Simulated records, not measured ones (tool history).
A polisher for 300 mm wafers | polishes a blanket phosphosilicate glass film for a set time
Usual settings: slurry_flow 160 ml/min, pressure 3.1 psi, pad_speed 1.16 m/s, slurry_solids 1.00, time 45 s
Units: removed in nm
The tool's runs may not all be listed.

run	hour	slurry_flow	pressure	pad_speed	slurry_solids	time	incoming thickness of the incoming film, nm	removed
1	0.0	160	3.1	1.16	1.00	45	3621.9	439.2
2	44.4	160	3.1	1.16	1.00	45	3621.0	441.4
3	66.6	160	3.1	1.16	1.00	45	3638.4	436.6
# hour 72.0: worn pad replaced by a new one
4	80.1	160	3.1	1.16	1.00	45	3635.1	435.2
5	109.0	160	3.1	1.16	1.00	45	3580.1	430.5
6	122.7	160	3.1	1.16	1.00	45	3563.6	435.4
7	147.9	160	3.1	1.16	1.00	45	3521.3	429.9
8	164.7	160	3.1	1.16	1.00	45	3608.5	431.8
9	188.2	160	2.8	1.16	1.00	45	3607.0	383.8
# hour 196.8: slurry blender recalibrated
# hour 214.4: worn pad replaced by a new one
10	218.2	160	3.7	1.16	1.00	45	3594.3	502.1
11	246.4	180	3.1	0.92	1.00	45	3598.7	376.1
12	260.9	180	3.1	0.92	1.00	45	3646.2	386.5
# hour 272.0: conditioning disc replaced and pad reconditioned
13	282.7	160	3.1	1.16	1.20	51	3552.6	571.5
# hour 293.8: head pressure recalibrated
# hour 302.3: slurry nozzle cleaned
14	303.6	160	3.1	1.16	0.70	45	3608.5	301.2
15	333.7	160	3.1	1.02	1.00	55	3588.7	503.0
# hour 351.5: worn pad replaced by a new one
16	424.7	115	3.1	1.06	0.70	34	3548.9	210.4
17	443.0	135	3.1	1.16	1.00	45	3605.4	430.6
# hour 465.0: worn pad replaced by a new one
18	478.7	135	3.1	1.16	1.00	59	3577.7	563.7
19	513.4	160	3.1	1.16	0.70	45	3542.4	296.9
20	542.3	160	3.9	1.16	1.30	45	3554.7	630.7
# hour 568.8: slurry blender recalibrated
21	569.3	160	3.1	1.16	1.00	45	3578.4	432.6
22	599.2	160	2.7	1.16	1.00	45	3611.0	377.3
# hour 603.5: worn pad replaced by a new one
23	627.2	160	3.1	1.16	1.00	45	3544.1	426.1
24	640.4	185	3.1	1.16	0.75	45	3588.1	326.9

Forecast each of these 3 alternatives for the next run:
A	640.8	160	3.1	1.16	1.00	45	3641.7	?
B	640.8	160	3.1	1.16	0.75	45	3641.7	?
C	640.8	160	3.1	1.16	0.85	54	3641.7	?

run	removed
A	427.8
B	321.8
C	445.2
Without the tool's hidden state the same runs would have given:
run	removed
A	439.4
B	330.6
C	457.3
